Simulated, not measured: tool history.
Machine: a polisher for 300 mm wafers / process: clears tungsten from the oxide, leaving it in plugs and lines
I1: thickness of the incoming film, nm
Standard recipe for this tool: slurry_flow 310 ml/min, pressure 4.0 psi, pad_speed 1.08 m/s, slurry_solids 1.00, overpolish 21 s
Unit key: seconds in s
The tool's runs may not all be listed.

run 1 hour=0.0 | slurry_flow=310 pressure=4.0 pad_speed=0.78 slurry_solids=1.00 overpolish=21 | I1=335.6 | seconds=76.7
run 2 hour=58.5 | slurry_flow=310 pressure=4.0 pad_speed=0.88 slurry_solids=1.00 overpolish=21 | I1=329.5 | seconds=68.8
-- hour=81.6 worn pad replaced by a new one
-- hour=92.0 head pressure recalibrated
run 3 hour=165.0 | slurry_flow=310 pressure=4.0 pad_speed=0.88 slurry_solids=1.00 overpolish=21 | I1=330.2 | seconds=74.3
-- hour=254.4 slurry blender recalibrated
run 4 hour=270.6 | slurry_flow=310 pressure=4.0 pad_speed=0.88 slurry_solids=1.00 overpolish=21 | I1=329.8 | seconds=72.2
-- hour=275.6 slurry tank refilled with fresh slurry and peroxide
run 5 hour=314.7 | slurry_flow=310 pressure=5.1 pad_speed=1.08 slurry_solids=1.00 overpolish=21 | I1=330.9 | seconds=48.2
run 6 hour=361.8 | slurry_flow=310 pressure=4.0 pad_speed=1.34 slurry_solids=1.00 overpolish=21 | I1=331.9 | seconds=51.6
run 7 hour=406.4 | slurry_flow=310 pressure=4.0 pad_speed=1.34 slurry_solids=1.00 overpolish=21 | I1=331.2 | seconds=51.8
-- hour=426.3 worn pad replaced by a new one
run 8 hour=470.8 | slurry_flow=310 pressure=4.0 pad_speed=1.08 slurry_solids=1.00 overpolish=21 | I1=327.6 | seconds=57.2
-- hour=523.4 slurry nozzle cleaned
run 9 hour=574.4 | slurry_flow=310 pressure=4.0 pad_speed=1.08 slurry_solids=1.00 overpolish=21 | I1=325.6 | seconds=58.7
-- hour=632.0 slurry tank refilled with fresh slurry and peroxide
run 10 hour=680.3 | slurry_flow=310 pressure=4.0 pad_speed=1.08 slurry_solids=1.00 overpolish=21 | I1=331.9 | seconds=60.9
-- hour=690.9 head pressure recalibrated
-- hour=691.2 slurry blender recalibrated
run 11 hour=723.8 | slurry_flow=310 pressure=4.0 pad_speed=1.08 slurry_solids=1.00 overpolish=21 | I1=335.4 | seconds=64.6
run 12 hour=769.4 | slurry_flow=310 pressure=4.0 pad_speed=1.44 slurry_solids=1.00 overpolish=33 | I1=322.9 | seconds=48.3
-- hour=819.4 worn pad replaced by a new one
run 13 hour=872.1 | slurry_flow=415 pressure=4.0 pad_speed=1.22 slurry_solids=1.00 overpolish=21 | I1=326.0 | seconds=51.4
run 14 hour=976.7 | slurry_flow=310 pressure=4.0 pad_speed=1.08 slurry_solids=1.00 overpolish=21 | I1=325.4 | seconds=57.9
-- hour=1031.3 slurry tank refilled with fresh slurry and peroxide
run 15 hour=1055.3 | slurry_flow=310 pressure=4.0 pad_speed=1.08 slurry_solids=1.00 overpolish=21 | I1=334.6 | seconds=60.5
-- hour=1126.0 slurry blender recalibrated
run 16 hour=1145.7 | slurry_flow=310 pressure=4.0 pad_speed=1.08 slurry_solids=0.75 overpolish=33 | I1=331.8 | seconds=68.0
-- hour=1188.8 slurry nozzle cleaned
-- hour=1205.0 head pressure recalibrated
-- hour=1224.4 worn pad replaced by a new one
run 17 hour=1233.6 | slurry_flow=280 pressure=4.0 pad_speed=1.08 slurry_solids=1.00 overpolish=21 | I1=326.6 | seconds=60.5
run 18 hour=1282.5 | slurry_flow=310 pressure=4.0 pad_speed=1.36 slurry_solids=1.00 overpolish=21 | I1=325.2 | seconds=48.4
run 19 hour=1367.8 | slurry_flow=310 pressure=4.7 pad_speed=1.08 slurry_solids=1.00 overpolish=21 | I1=332.0 | seconds=50.1
-- hour=1377.9 slurry tank refilled with fresh slurry and peroxide
run 20 hour=1474.5 | slurry_flow=310 pressure=3.2 pad_speed=1.08 slurry_solids=1.00 overpolish=21 | I1=335.5 | seconds=75.3
run 21 hour=1558.7 | slurry_flow=310 pressure=4.0 pad_speed=1.08 slurry_solids=1.00 overpolish=21 | I1=335.1 | seconds=58.9
-- hour=1597.8 worn pad replaced by a new one
-- hour=1608.5 slurry blender recalibrated
run 22 hour=1663.7 | slurry_flow=310 pressure=4.0 pad_speed=1.08 slurry_solids=1.00 overpolish=11 | I1=333.0 | seconds=56.6
-- hour=1702.6 head pressure recalibrated
run 23 hour=1745.1 | slurry_flow=310 pressure=4.0 pad_speed=1.08 slurry_solids=1.00 overpolish=21 | I1=334.0 | seconds=61.5
-- hour=1760.8 slurry nozzle cleaned
run 24 hour=1782.0 | slurry_flow=310 pressure=4.0 pad_speed=0.76 slurry_solids=1.00 overpolish=21 | I1=328.0 | seconds=80.7
-- hour=1814.1 slurry tank refilled with fresh slurry and peroxide
run 25 hour=1832.0 | slurry_flow=310 pressure=4.0 pad_speed=1.08 slurry_solids=1.00 overpolish=21 | I1=333.3 | seconds=60.3

Branching from run 25: 4 alternative next runs. What would each branch give?
run A hour=1832.4 | slurry_flow=310 pressure=4.0 pad_speed=1.08 slurry_solids=1.00 overpolish=21 | I1=332.2 | seconds=?
run B hour=1832.4 | slurry_flow=310 pressure=5.0 pad_speed=1.08 slurry_solids=1.00 overpolish=21 | I1=332.2 | seconds=?
run C hour=1832.4 | slurry_flow=310 pressure=4.0 pad_speed=1.08 slurry_solids=0.80 overpolish=21 | I1=332.2 | seconds=?
run D hour=1832.4 | slurry_flow=340 pressure=4.0 pad_speed=1.08 slurry_solids=1.30 overpolish=30 | I1=332.2 | seconds=?

run=A seconds=60.6
run=B seconds=48.5
run=C seconds=66.8
run=D seconds=54.6
Had the tool no hidden state, the same runs would have come out as:
run=A seconds=61.6
run=B seconds=49.2
run=C seconds=67.8
run=D seconds=55.5

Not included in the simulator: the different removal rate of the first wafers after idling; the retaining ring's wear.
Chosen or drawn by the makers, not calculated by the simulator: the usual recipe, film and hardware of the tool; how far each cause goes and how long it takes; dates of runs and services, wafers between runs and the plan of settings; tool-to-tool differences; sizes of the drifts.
